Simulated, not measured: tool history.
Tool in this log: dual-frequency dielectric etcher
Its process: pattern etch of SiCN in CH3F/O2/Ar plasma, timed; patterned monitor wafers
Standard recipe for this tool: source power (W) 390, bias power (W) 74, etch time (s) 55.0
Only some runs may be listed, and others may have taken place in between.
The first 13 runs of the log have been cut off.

| run | day | source power (W) | bias power (W) | etch time (s) | wafers since the last listed run | hours since the last wet clean | hours since the last source power generator calibration | hours since the last bias power generator calibration | hours since the last upper electrode change | hours since the gauge calibration | read-back reference wafer on the same gauge, depth_nm | mean etch depth across the wafer (nm) |
|---|---|---|---|---|---|---|---|---|---|---|---|---|
| 14 | 28.542 | 410 | 74 | 42.5 | 423 | 354.0 | 185.2 | 2829.6 | 3738.3 | 518.6 | 23.10 | 16.80 |
|  | 30.217 | upper electrode replaced |
| 15 | 31.208 | 440 | 74 | 55.0 | 350 | 418.0 | 249.2 | 2893.6 | 23.8 | 582.6 | 23.10 | 22.36 |
|  | 33.592 | wet clean of the chamber |
|  | 33.654 | bias power generator calibrated |
| 16 | 33.675 | 310 | 74 | 55.0 | 295 | 2.0 | 308.4 | 0.5 | 83.0 | 641.8 | 23.11 | 20.10 |
| 17 | 34.817 | 390 | 82 | 55.0 | 240 | 29.4 | 335.8 | 27.9 | 110.4 | 669.2 | 23.10 | 21.82 |
| 18 | 35.829 | 310 | 65 | 43.5 | 212 | 53.7 | 360.1 | 52.2 | 134.7 | 693.5 | 23.11 | 15.54 |
| 19 | 38.800 | 390 | 74 | 55.0 | 624 | 125.0 | 431.4 | 123.5 | 206.0 | 764.8 | 23.10 | 21.36 |
| 20 | 41.300 | 420 | 67 | 55.0 | 525 | 185.0 | 491.4 | 183.5 | 266.0 | 824.8 | 23.09 | 21.49 |
| 21 | 43.471 | 390 | 74 | 55.0 | 456 | 237.1 | 543.5 | 235.6 | 318.1 | 876.9 | 23.10 | 21.51 |
| 22 | 45.996 | 390 | 66 | 47.5 | 531 | 297.7 | 604.1 | 296.2 | 378.7 | 937.5 | 23.10 | 18.18 |
| 23 | 47.212 | 360 | 85 | 55.0 | 255 | 326.9 | 633.3 | 325.4 | 407.9 | 966.7 | 23.10 | 21.84 |
| 24 | 48.492 | 390 | 90 | 68.0 | 269 | 357.6 | 664.0 | 356.1 | 438.6 | 997.4 | 23.10 | 27.88 |
| 25 | 51.021 | 450 | 67 | 45.5 | 531 | 418.3 | 724.7 | 416.8 | 499.3 | 1058.1 | 23.10 | 18.27 |
|  | 51.446 | gauge calibrated |
| 26 | 52.988 | 350 | 91 | 71.0 | 413 | 465.5 | 771.9 | 464.0 | 546.5 | 37.0 | 23.11 | 28.56 |
|  | 55.575 | wet clean of the chamber |
| 27 | 60.896 | 390 | 74 | 55.0 | 1453 | 127.7 | 961.7 | 653.8 | 736.3 | 226.8 | 23.10 | 21.51 |
| 28 | 63.238 | 390 | 74 | 55.0 | 492 | 183.9 | 1017.9 | 710.0 | 792.5 | 283.0 | 23.10 | 21.62 |
| 29 | 64.554 | 390 | 74 | 55.0 | 276 | 215.5 | 1049.5 | 741.6 | 824.1 | 314.6 | 23.09 | 21.66 |
| 30 | 66.521 | 390 | 74 | 55.0 | 413 | 262.7 | 1096.7 | 788.8 | 871.3 | 361.8 | 23.10 | 21.69 |
| 31 | 68.338 | 290 | 80 | 41.5 | 382 | 306.3 | 1140.3 | 832.4 | 914.9 | 405.4 | 23.09 | 15.49 |

Consider 3 possible next runs. They are alternatives, not a sequence: every one starts from the tool as it was left by run 31. What does each give?
| A | 68.354 | 390 | 74 | 55.0 | 3 | 306.7 | 1140.7 | 832.8 | 915.3 | 405.8 | ? | ? |
| B | 68.354 | 360 | 64 | 55.0 | 3 | 306.7 | 1140.7 | 832.8 | 915.3 | 405.8 | ? | ? |
| C | 68.354 | 320 | 61 | 47.5 | 3 | 306.7 | 1140.7 | 832.8 | 915.3 | 405.8 | ? | ? |

| run | read-back reference wafer on the same gauge, depth_nm | mean etch depth across the wafer (nm) |
|---|---|---|
| A | 23.10 | 21.70 |
| B | 23.10 | 20.61 |
| C | 23.10 | 17.10 |
The same runs, with their run-to-run variation unchanged, on a tool lacking any hidden condition would have given:
| run | mean etch depth across the wafer (nm) |
|---|---|
| A | 21.28 |
| B | 20.21 |
| C | 16.76 |
